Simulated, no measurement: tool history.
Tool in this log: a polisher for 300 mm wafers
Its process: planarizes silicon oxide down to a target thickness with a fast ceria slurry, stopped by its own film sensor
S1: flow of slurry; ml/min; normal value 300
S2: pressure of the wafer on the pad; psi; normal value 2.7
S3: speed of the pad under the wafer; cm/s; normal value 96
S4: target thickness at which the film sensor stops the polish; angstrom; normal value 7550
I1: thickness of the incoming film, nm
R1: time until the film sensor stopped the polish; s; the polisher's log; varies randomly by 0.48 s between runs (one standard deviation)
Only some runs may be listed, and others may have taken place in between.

run    hour   S1   S2   S3    S4      I1    R1
  1       0  300  2.7   96  7550  1324.1  29.7
  2    61.7  300  2.7   96  7550  1318.9  29.8
      103.2  -- head pressure recalibrated
  3   128.4  300  2.7   96  7550    1312  28.2
  4   169.5  300  3.3   96  6850  1318.3  27.1
      213.6  -- worn pad replaced by a new one
  5   225.5  300  3.3   96  6850    1300  26.6
  6   252.6  300  3.3   96  6850  1318.9  26.9
  7   322.4  300  2.7   96  7550  1309.6  28.6
  8   351.6  300  2.7   96  7550  1312.9  29.8
  9   415.8  300  2.7   96  7550  1317.1    30
 10   485.4  245  2.7   84  7550  1318.5  34.6
      503.2  -- worn pad replaced by a new one
      528.8  -- head pressure recalibrated
 11   554.6  245  2.7   84  7550  1329.1    36
      602.9  -- slurry nozzle cleaned
 12   617.2  245  2.7   84  7550  1336.7    35
 13   732.9  300  2.7   96  7550  1323.6  29.4
 14   773.4  300  3.1   96  7550  1314.3  25.4
      805.1  -- worn pad replaced by a new one
 15   836.2  230    2   96  9460  1336.3    29
 16   897.1  300  2.7   96  7550  1313.2    29
 17   932.8  300  1.9  122  7550  1311.6  31.2
 18   964.2  300  2.7   96  7550    1339  30.4
      977.8  -- head pressure recalibrated
 19   997.8  300  3.1   96  6890  1308.6  28.1
 20  1036.1  300  2.7   96  7550  1323.5  29.1
 21  1061.2  300  3.2  120  7550  1323.1  19.9
     1103.4  -- worn pad replaced by a new one
 22  1130.3  300  2.7   86  7550  1337.9  33.9
 23  1229.7  395  3.1   96  8460  1317.4  20.7
 24    1277  265  3.2   96  7550  1331.4  26.6
 25  1342.6  300  2.3  130  7550  1322.7  26.3
       1366  -- worn pad replaced by a new one
     1374.3  -- slurry nozzle cleaned
 26  1387.7  300  2.1   86  6830  1330.4  47.7

Consider 3 possible next runs. They are alternatives, not a sequence: every one starts from the tool as it was left by run 26. What does each give?
  A  1388.1  300  2.7   96  7550  1318.2   ?
  B  1388.1  360  2.2  116  9410  1318.2   ?
  C  1388.1  260  3.5   96  7550  1318.2   ?

run    R1
  A  30.1
  B  19.9
  C  23.8
Take away the tool's hidden state, keep each run's random variation, and the runs would have read:
run    R1
  A  30.1
  B  19.9
  C  23.8
